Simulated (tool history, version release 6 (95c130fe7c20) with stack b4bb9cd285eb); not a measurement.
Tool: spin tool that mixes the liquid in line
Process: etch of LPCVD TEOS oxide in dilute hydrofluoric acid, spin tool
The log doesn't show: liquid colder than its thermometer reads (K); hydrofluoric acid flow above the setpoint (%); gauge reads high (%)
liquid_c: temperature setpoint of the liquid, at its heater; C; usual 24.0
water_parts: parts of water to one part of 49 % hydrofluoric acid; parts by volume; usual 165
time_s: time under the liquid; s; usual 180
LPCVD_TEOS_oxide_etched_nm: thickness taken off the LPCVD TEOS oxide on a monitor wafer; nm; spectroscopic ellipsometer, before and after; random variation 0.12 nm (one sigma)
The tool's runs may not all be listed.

run,hour,liquid_c,water_parts,time_s,wafers since the last listed run,hours since the thermometer was replaced,hours since the hydrofluoric acid flow meter was replaced,hours since the gauge calibration,"read-back film thickness of the LPCVD TEOS oxide reference wafer, read on the same gauge (nm)",LPCVD_TEOS_oxide_etched_nm
1,0.0,24.0,165,145,0,772.6,1920.5,510.6,70.03,18.57
2,27.8,24.0,165,145,231,800.4,1948.3,538.4,69.99,18.79
3,42.7,24.0,165,180,123,815.3,1963.2,553.3,69.98,23.20
4,90.5,24.0,165,180,397,863.1,2011.0,601.1,69.98,23.16
5,121.1,24.0,165,180,254,893.7,2041.6,631.7,69.97,23.10
6,149.6,24.0,165,180,237,922.2,2070.1,660.2,70.00,23.18
7,163.2,24.0,165,180,113,935.8,2083.7,673.8,69.94,23.09
8,198.8,24.0,165,95,296,971.4,2119.3,709.4,69.96,12.31
9,230.0,24.0,165,95,259,1002.6,2150.5,740.6,69.99,12.18
10,259.9,24.0,165,180,248,1032.5,2180.4,770.5,69.99,23.10
# hour 264.4: thermometer replaced
11,278.0,24.0,165,180,142,13.6,2198.5,788.6,70.00,23.08
12,307.2,24.0,165,180,242,42.8,2227.7,817.8,70.04,23.19
13,333.7,24.0,165,180,220,69.3,2254.2,844.3,69.99,23.19
# hour 337.9: hydrofluoric acid flow meter replaced
14,346.5,24.0,165,180,98,82.1,8.6,857.1,69.96,23.20
15,362.2,24.0,165,180,130,97.8,24.3,872.8,69.96,23.15
16,394.0,20.0,165,275,264,129.6,56.1,904.6,70.03,30.45
# hour 401.3: gauge calibrated
17,468.6,26.5,165,95,620,204.2,130.7,67.3,70.00,13.47
18,488.7,24.0,165,95,167,224.3,150.8,87.4,70.03,12.28
19,521.9,20.5,100,75,276,257.5,184.0,120.6,69.94,14.92
20,548.0,27.0,165,180,217,283.6,210.1,146.7,70.00,25.92
21,560.6,24.0,165,250,104,296.2,222.7,159.3,69.99,31.96
22,591.3,24.0,210,80,255,326.9,253.4,190.0,70.04,7.78
23,603.6,24.0,165,180,102,339.2,265.7,202.3,69.98,23.18
24,622.2,22.0,125,105,154,357.8,284.3,220.9,69.99,17.30
25,646.6,19.0,235,265,203,382.2,308.7,245.3,69.97,18.56
26,677.0,24.0,165,180,252,412.6,339.1,275.7,70.01,23.16
27,709.9,28.5,165,180,273,445.5,372.0,308.6,69.98,27.62
28,728.1,24.0,165,180,151,463.7,390.2,326.8,70.02,23.10
29,762.8,27.0,190,235,288,498.4,424.9,361.5,69.99,28.29
30,795.8,21.5,205,240,274,531.4,457.9,394.5,69.99,21.75
31,817.8,21.0,220,130,183,553.4,479.9,416.5,70.01,10.61
32,832.8,19.0,235,265,124,568.4,494.9,431.5,70.01,18.56
33,859.1,24.0,165,75,218,594.7,521.2,457.8,69.96,9.70
34,894.5,24.0,205,90,294,630.1,556.6,493.2,69.97,9.04

Forecast each of these 3 alternatives for the next run:
A,895.0,26.0,165,180,4,630.6,557.1,493.7,?,?
B,895.0,26.0,210,180,4,630.6,557.1,493.7,?,?
C,895.0,22.5,90,235,4,630.6,557.1,493.7,?,?

run,"read-back film thickness of the LPCVD TEOS oxide reference wafer, read on the same gauge (nm)",LPCVD_TEOS_oxide_etched_nm
A,70.01,25.12
B,70.01,18.75
C,70.01,57.38
Without the tool's hidden state the same runs would have given:
run,LPCVD_TEOS_oxide_etched_nm
A,25.12
B,18.75
C,57.38
